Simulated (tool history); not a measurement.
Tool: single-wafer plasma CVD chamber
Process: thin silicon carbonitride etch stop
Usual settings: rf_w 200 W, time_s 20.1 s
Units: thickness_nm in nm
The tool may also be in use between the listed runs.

run    hour  rf_w  time_s  read-back reference wafer on the same gauge, thickness_nm  thickness_nm
  1       0   215    20.1                                                      8.798        10.719
  2    75.3   200    20.1                                                      8.798        10.569
  3   177.3   200    20.1                                                      8.788        10.566
  4   267.3   200    20.1                                                        8.8        10.574
        303  -- RF generator calibrated
  5   339.3   230    20.1                                                      8.795        11.017
  6   384.2   230    20.1                                                       8.79        10.937
  7   448.6   230    20.1                                                      8.807        10.985
  8   493.2   200    20.1                                                        8.8        10.713
  9   569.1   200    20.1                                                      8.797         10.66
 10   606.4   200    20.1                                                      8.798        10.667
      791.9  -- showerhead replaced, of another model than before
 11   883.2   200    20.1                                                      8.791        10.673
 12   919.5   200    20.1                                                      8.803        10.695
 13  1048.5   200    20.1                                                      8.804        10.625
     1113.8  -- RF generator calibrated
 14  1309.9   200    20.1                                                      8.793        10.695
 15    1402   200    20.1                                                        8.8        10.663
 16    1487   225    17.1                                                      8.796         9.185
 17    1543   175    16.6                                                      8.789         8.685
     1567.8  -- gauge calibrated
 18  1622.5   185    17.1                                                      8.804         8.972
 19    1663   225    18.6                                                      8.802         9.989
     1681.4  -- thermocouple changed; heater temperature recalibrated
 20  1761.7   200    20.1                                                      8.786        10.647
 21    1813   185    23.7                                                      8.807        12.455
 22  1897.4   175    22.5                                                      8.799        11.763
 23  1973.3   200    20.1                                                      8.799        10.686
     1999.2  -- RF generator calibrated
 24  2064.8   225    18.4                                                      8.794         9.913
 25  2112.7   185    17.6                                                      8.802          9.26
 26  2197.7   180    16.1                                                      8.791         8.441
 27  2296.8   200    20.1                                                      8.788        10.728
 28  2343.1   190    20.1                                                        8.8        10.613

3 ways to go on from here, each from the tool as it stands after run 28. What would each give?
  A  2343.5   200    23.1                                                          ?             ?
  B  2343.5   200    21.3                                                          ?             ?
  C  2343.5   185    21.8                                                          ?             ?

run  read-back reference wafer on the same gauge, thickness_nm  thickness_nm
  A                                                      8.787        12.224
  B                                                      8.787        11.271
  C                                                      8.787        11.434
Without the tool's hidden state the same runs would have given:
run  thickness_nm
  A        12.313
  B        11.354
  C        11.518

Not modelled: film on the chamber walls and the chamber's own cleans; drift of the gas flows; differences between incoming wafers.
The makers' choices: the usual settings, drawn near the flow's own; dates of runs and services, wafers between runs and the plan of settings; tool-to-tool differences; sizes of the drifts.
